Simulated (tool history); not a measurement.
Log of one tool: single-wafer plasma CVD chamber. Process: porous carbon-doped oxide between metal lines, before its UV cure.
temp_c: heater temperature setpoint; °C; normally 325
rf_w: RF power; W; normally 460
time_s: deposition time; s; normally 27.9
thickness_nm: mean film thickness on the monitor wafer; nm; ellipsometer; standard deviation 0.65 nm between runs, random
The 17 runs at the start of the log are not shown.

| run | hour | temp_c | rf_w | time_s | read-back reference wafer on the same gauge, thickness_nm | thickness_nm |
|---|---|---|---|---|---|---|
| 18 | 1424.8 | 325 | 460 | 27.9 | 134.891 | 124.434 |
|  | 1489.7 | gauge calibrated |
|  | 1500.7 | RF generator calibrated |
| 19 | 1506.9 | 325 | 460 | 24.9 | 134.949 | 109.248 |
| 20 | 1558.0 | 328 | 460 | 27.9 | 135.224 | 120.596 |
| 21 | 1616.3 | 316 | 525 | 29.6 | 134.665 | 144.180 |
| 22 | 1676.3 | 339 | 535 | 23.0 | 135.261 | 99.650 |
| 23 | 1764.8 | 311 | 460 | 33.1 | 135.014 | 155.548 |
|  | 1794.3 | showerhead replaced |
|  | 1862.6 | RF generator calibrated, repeated, since the last time left the tool worse |
| 24 | 1863.1 | 337 | 500 | 27.9 | 134.605 | 120.817 |
| 25 | 1908.7 | 311 | 390 | 32.6 | 134.991 | 149.186 |
| 26 | 1974.7 | 325 | 460 | 27.9 | 135.162 | 126.299 |
| 27 | 2062.6 | 318 | 370 | 26.3 | 134.941 | 113.480 |
| 28 | 2145.4 | 310 | 415 | 27.9 | 135.120 | 130.098 |
| 29 | 2226.8 | 325 | 460 | 27.9 | 135.157 | 125.050 |
| 30 | 2282.7 | 325 | 385 | 23.1 | 134.975 | 97.193 |
| 31 | 2493.7 | 325 | 460 | 27.9 | 135.078 | 124.301 |

Here are 3 independent what-if runs from the current tool condition. What would each one return?
| A | 2494.1 | 325 | 460 | 31.0 | ? | ? |
| B | 2494.1 | 325 | 460 | 30.4 | ? | ? |
| C | 2494.1 | 313 | 380 | 30.3 | ? | ? |

| run | read-back reference wafer on the same gauge, thickness_nm | thickness_nm |
|---|---|---|
| A | 135.127 | 138.501 |
| B | 135.127 | 135.899 |
| C | 135.127 | 134.637 |
What these runs would have given with no unlogged condition in the tool:
| run | thickness_nm |
|---|---|
| A | 140.512 |
| B | 137.872 |
| C | 136.758 |
